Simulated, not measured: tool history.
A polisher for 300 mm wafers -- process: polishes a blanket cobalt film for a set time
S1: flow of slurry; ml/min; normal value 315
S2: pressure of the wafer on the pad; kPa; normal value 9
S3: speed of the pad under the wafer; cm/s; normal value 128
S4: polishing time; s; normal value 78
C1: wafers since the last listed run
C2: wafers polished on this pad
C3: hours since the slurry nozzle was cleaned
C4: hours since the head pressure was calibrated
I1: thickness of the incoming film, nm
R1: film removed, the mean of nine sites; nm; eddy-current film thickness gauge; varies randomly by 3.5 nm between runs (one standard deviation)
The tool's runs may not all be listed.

run    hour   S1    S2   S3   S4    C1    C2     C3     C4     I1     R1
  1       0  275     9  128   78     0     4  531.7  235.8  896.4  321.2
  2    86.9  275     9  128   78   842   847  618.6  322.7  905.2  311.8
       92.3  -- slurry nozzle cleaned
  3   144.3  315     9  128   78   546  1394     52  380.1  901.6  314.6
  4   203.3  315     9  128   78   572  1966    111  439.1  888.1  310.4
  5   254.6  315     9  128   78   497  2464  162.3  490.4  894.6  312.5
  6   322.7  315     9  128   78   660  3124  230.4  558.5  902.9  307.9
  7   373.8  315     9  128   78   495  3620  281.5  609.6  899.3  300.5
  8   413.9  315     9  128   78   388  4009  321.6  649.7    901  296.9
  9   451.6  315     9  128   78   365  4375  359.3  687.4  909.4  298.9
      482.2  -- head pressure recalibrated
 10   491.8  315     9  128   78   370  4745  399.5    9.6  883.8  331.2
      617.7  -- worn pad replaced by a new one
 11   750.2  395   7.6  128   78  2467  1285  657.9    268  902.7  275.9
      771.8  -- slurry nozzle cleaned
 12   799.5  395   7.6  128   78   468  1753   27.7  317.3  908.6  273.9
 13   896.5  315   6.9  128   78   940  2694  124.7  414.3  894.6  242.4
     1081.9  -- head pressure recalibrated
 14  1125.9  315   6.9  128   78  2205  4899  354.1     44  914.2  259.6
     1228.6  -- worn pad replaced by a new one
 15  1241.3  315   6.9  128   78  1080   122  469.5  159.4  903.2  253.6
 16  1327.4  315     9  128   78   835   957  555.6  245.5  909.5    327
     1355.6  -- slurry nozzle cleaned
 17  1375.2  215    11  154   51   453  1411   19.6  293.3  909.7  284.6
 18  1460.5  315     9  128   78   827  2238  104.9  378.6  908.8  313.5
 19    1512  315     9  128   78   499  2738  156.4  430.1  898.6  309.4
 20  1575.5  285   6.2  170   98   615  3354  219.9  493.6  894.6  321.5
 21  1669.9  345  10.3   86   78   915  4269  314.3    588  904.7  271.1
       1717  -- head pressure recalibrated
 22  1755.3  315     9  162   56   808  5078  399.7   38.3  904.2  284.7
 23  1830.6  315     9  128   78   730  5809    475  113.6  890.2  330.1
     1853.8  -- worn pad replaced by a new one
 24  1875.1  315     9  112   78   392   206  519.5  158.1  896.3  293.4
 25  1917.4  350   6.9  142   68   410   616  561.8  200.4  901.6  237.2
     1977.5  -- slurry nozzle cleaned
 26  2012.6  315  12.4  128   78   913  1530   35.1  295.6  889.2  441.6
 27  2080.6  215     9  128   78   659  2189  103.1  363.6  905.1  298.5
 28  2149.6  315     9  128   78   669  2859  172.1  432.6  910.6  305.8
 29  2256.9  420  10.3   98   56  1040  3899  279.4  539.9  907.8  210.2
     2263.6  -- head pressure recalibrated
 30  2346.8  315    11  128   78   852  4752  369.3   83.2  898.2  412.1
     2431.7  -- worn pad replaced by a new one
 31  2442.6  350  10.3  128  103   890   105  465.1    179  902.9  502.5
 32  2498.1  280     9  150   78   538   644  520.6  234.5  900.5    361
 33    2539  315     9  128   78   396  1040  561.5  275.4  898.9  325.7
 34  2621.4  315   9.7  128   99   799  1839  643.9  357.8  893.9  440.7
     2664.6  -- slurry nozzle cleaned
 35  2719.5  315     9   90   78   941  2781   54.9  455.9  901.8  248.9
 36  2812.8  395     9  128   65   904  3686  148.2  549.2  901.2  258.8
 37    2903  345  12.4  128   78   874  4561  238.4  639.4  902.1  409.6

Measured minus without-hidden-state, run by run (identical run-to-run variation in each term; gauge scatter may differ):
The tool's hidden condition here consists of: removal rate lost through wear of the pad, %; slurry flow missing at the pad, %; deviation of the head's pressure from its setpoint, %.
run     R1
  1  -11.6
  2  -16.8
  3  -20.8
  4  -24.5
  5  -28.3
  6  -32.6
  7  -35.5
  8  -37.9
  9  -40.8
 10     -2
 11    -16
 12  -18.8
 13  -21.8
 14   -2.4
 15   -8.1
 16  -16.2
 17    -17
 18  -24.5
 19  -27.7
 20  -33.5
 21  -34.3
 22   -4.1
 23   -9.7
 24  -11.3
 25  -11.1
 26  -29.6
 27  -24.5
 28  -29.8
 29  -25.7
 30     -5
 31  -15.5
 32  -15.2
 33  -16.5
 34  -30.1
 35  -22.4
 36  -28.8
 37  -54.3
